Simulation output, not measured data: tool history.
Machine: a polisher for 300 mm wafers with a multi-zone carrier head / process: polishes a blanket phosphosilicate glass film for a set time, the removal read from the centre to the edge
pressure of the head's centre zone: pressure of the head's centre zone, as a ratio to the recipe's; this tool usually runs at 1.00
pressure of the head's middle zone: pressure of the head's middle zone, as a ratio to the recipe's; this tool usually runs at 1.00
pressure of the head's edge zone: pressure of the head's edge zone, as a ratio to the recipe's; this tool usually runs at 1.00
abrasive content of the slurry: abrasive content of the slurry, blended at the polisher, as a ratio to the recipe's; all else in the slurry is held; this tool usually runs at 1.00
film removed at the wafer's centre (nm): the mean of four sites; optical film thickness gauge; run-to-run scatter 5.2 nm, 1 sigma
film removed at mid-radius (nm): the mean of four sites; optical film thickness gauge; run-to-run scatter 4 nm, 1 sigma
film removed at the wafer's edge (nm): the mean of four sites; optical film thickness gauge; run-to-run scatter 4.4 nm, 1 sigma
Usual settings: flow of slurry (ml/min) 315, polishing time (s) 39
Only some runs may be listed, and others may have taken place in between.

run	hour	flow of slurry (ml/min)	pressure of the head's centre zone	pressure of the head's middle zone	pressure of the head's edge zone	abrasive content of the slurry	polishing time (s)	incoming thickness of the incoming film, nm	film removed at the wafer's centre (nm)	film removed at mid-radius (nm)	film removed at the wafer's edge (nm)
1	0.0	315	1.00	1.03	1.00	1.00	39	3718.9	400.4	435.5	434.3
# hour 9.4: centre zone pressure recalibrated
2	16.4	315	1.00	1.03	1.00	1.00	39	3673.5	410.5	431.2	442.0
3	33.4	315	1.00	0.91	1.00	1.00	39	3749.3	424.9	389.8	435.3
4	42.6	315	1.00	1.00	1.00	1.00	39	3701.3	425.3	410.8	436.1
5	51.7	235	1.00	1.00	1.00	1.00	39	3759.4	401.4	400.7	425.3
6	60.0	315	1.00	1.00	1.00	1.00	49	3750.9	518.6	525.6	543.9
# hour 69.1: worn pad replaced by a new one
7	71.9	315	1.00	1.00	1.00	1.00	39	3708.4	421.4	418.7	443.4
8	81.9	315	1.12	1.10	1.09	1.00	39	3709.2	448.9	457.2	459.5
9	99.0	315	1.00	1.00	1.00	1.00	39	3665.8	422.1	416.5	440.9
10	111.9	315	1.10	1.11	1.00	0.90	39	3770.2	415.8	436.5	422.8
11	145.1	315	1.04	1.00	1.08	1.25	51	3679.9	599.4	592.6	648.2
# hour 183.4: edge zone pressure recalibrated
# hour 185.1: worn pad replaced by a new one
12	190.8	315	1.00	1.00	1.00	1.00	39	3659.0	421.8	421.9	440.6
# hour 197.9: carrier head's membrane replaced by a new one
13	199.4	315	1.06	0.91	1.00	1.20	39	3672.6	452.3	408.7	472.2
14	216.3	315	1.00	1.00	1.08	1.15	39	3652.9	434.2	443.8	476.2
15	223.4	315	0.88	1.00	0.95	1.00	39	3626.0	380.3	427.4	428.4
16	245.9	415	1.00	1.00	1.00	0.75	39	3712.9	378.2	380.3	401.8
17	257.4	270	0.92	1.00	1.00	1.00	26	3654.2	247.6	272.4	287.1
18	270.2	315	1.00	1.03	1.00	1.00	39	3700.1	405.1	433.7	435.8
19	284.2	315	1.00	1.00	1.00	1.00	39	3738.2	405.1	415.5	429.7
# hour 301.1: worn pad replaced by a new one
20	301.6	315	1.00	1.00	1.04	1.00	39	3700.8	410.3	418.8	445.1
21	314.4	315	1.00	1.00	1.00	1.00	39	3650.5	407.8	420.8	437.0
22	326.1	315	1.00	1.04	1.00	1.00	39	3764.3	400.5	428.8	434.7

Below are 3 alternative next runs, each starting from the tool's condition after run 22. Predict each:
A	326.5	315	1.00	1.00	1.00	1.00	39	3736.6	?	?	?
B	326.5	315	0.96	1.00	1.00	1.20	39	3736.6	?	?	?
C	326.5	315	1.00	1.00	1.00	0.80	39	3736.6	?	?	?

run	film removed at the wafer's centre (nm)	film removed at mid-radius (nm)	film removed at the wafer's edge (nm)
A	406.0	406.9	438.0
B	422.6	434.6	467.8
C	373.0	373.8	402.3
Stripped of hidden state, with their random variation kept, the same runs would have yielded:
run	film removed at the wafer's centre (nm)	film removed at mid-radius (nm)	film removed at the wafer's edge (nm)
A	432.7	412.3	442.5
B	450.4	440.4	472.6
C	397.5	378.7	406.5
